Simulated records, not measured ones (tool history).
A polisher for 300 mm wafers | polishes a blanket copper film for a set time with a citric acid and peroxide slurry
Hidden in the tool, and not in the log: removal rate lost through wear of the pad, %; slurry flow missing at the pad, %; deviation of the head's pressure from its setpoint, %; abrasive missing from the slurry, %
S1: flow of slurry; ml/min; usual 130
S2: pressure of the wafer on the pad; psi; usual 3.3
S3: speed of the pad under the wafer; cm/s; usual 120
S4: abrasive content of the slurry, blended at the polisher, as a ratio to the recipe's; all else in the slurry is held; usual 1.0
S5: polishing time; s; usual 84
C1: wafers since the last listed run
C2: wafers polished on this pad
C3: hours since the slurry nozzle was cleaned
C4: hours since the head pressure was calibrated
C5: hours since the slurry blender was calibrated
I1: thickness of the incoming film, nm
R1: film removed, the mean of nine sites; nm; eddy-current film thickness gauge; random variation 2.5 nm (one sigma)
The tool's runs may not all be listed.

run    hour   S1   S2   S3   S4   S5    C1    C2     C3     C4     C5     I1     R1
  1     0.0  130  3.3  120  1.0   84     0   909  190.7  508.3  305.1  870.1  212.6
  2    87.4  130  3.3  120  1.0   84   961  1870  278.1  595.7  392.5  866.6  210.7
      150.3  -- head pressure recalibrated
  3   153.4  130  3.3  120  1.0   84   703  2574  344.1    3.1  458.5  867.1  216.5
  4   225.0  130  3.3  120  1.0   84   787  3361  415.7   74.7  530.1  857.2  212.9
  5   297.1  155  3.3  120  1.0   84   792  4154  487.8  146.8  602.2  864.8  219.0
  6   399.2  155  3.3  120  1.0   84  1122  5277  589.9  248.9  704.3  867.0  220.9
      414.3  -- slurry blender recalibrated
  7   441.8  130  2.5  120  1.0   84   446  5724  632.5  291.5   27.5  883.5  172.8
      505.6  -- slurry nozzle cleaned
  8   537.9  130  3.3  120  1.0   84  1045  6770   32.3  387.6  123.6  873.6  217.4
  9   618.4  130  3.3  120  1.0   84   885  7655  112.8  468.1  204.1  871.5  211.6
 10   662.4  145  3.3  104  1.0   84   483  8139  156.8  512.1  248.1  865.8  200.1
      671.3  -- worn pad replaced by a new one
 11   767.0  130  3.3  120  1.0   84  1106  1052  261.4  616.7  352.7  869.2  213.7
 12   813.7  130  3.3   78  1.0   84   513  1566  308.1  663.4  399.4  878.2  168.1
      829.9  -- head pressure recalibrated
 13   914.9  130  3.3  162  1.0   58  1091  2657  409.3   85.0  500.6  878.1  179.1
 14   955.1  130  3.3  120  1.0   84   442  3099  449.5  125.2  540.8  871.5  217.5
 15  1000.8  130  3.3  120  1.0   84   502  3602  495.2  170.9  586.5  877.0  215.7
 16  1090.2  130  3.3  100  1.0   84   983  4585  584.6  260.3  675.9  881.8  190.0
     1116.8  -- slurry blender recalibrated
     1139.2  -- slurry nozzle cleaned
 17  1154.8  130  3.3  120  1.0   96   677  5263   15.6  324.9   38.0  879.2  242.4
 18  1244.3  130  3.3  120  1.0   84   984  6247  105.1  414.4  127.5  872.8  215.1
     1253.2  -- worn pad replaced by a new one
 19  1289.5  130  4.3  120  0.9   84   453   399  150.3  459.6  172.7  872.5  262.7
 20  1394.1  130  3.3  120  1.0   84  1150  1549  254.9  564.2  277.3  870.4  215.6
 21  1433.8  145  4.5  120  1.3   84   436  1986  294.6  603.9  317.0  867.3  306.4
 22  1533.0  130  3.3  120  1.0   84  1091  3077  393.8  703.1  416.2  864.2  214.6
     1567.5  -- head pressure recalibrated
 23  1686.8  130  3.3  120  1.0   84  1669  4747  547.6  119.3  570.0  858.8  211.5
 24  1733.5  130  3.8  120  1.0  109   513  5260  594.3  166.0  616.7  867.2  307.1
 25  1811.8  150  2.9  120  1.2   84   861  6121  672.6  244.3  695.0  885.9  205.5

Forecast run 26:
     1814.7  -- slurry blender recalibrated
     1830.4  -- worn pad replaced by a new one
     1867.6  -- slurry nozzle cleaned
 26  1874.8  130  3.3  120  1.0  84  615  477  7.2  307.3  60.1  869.1   ?

R1: 211.1 nm
Without the tool's hidden state the same run would have given R1 211.1 nm.
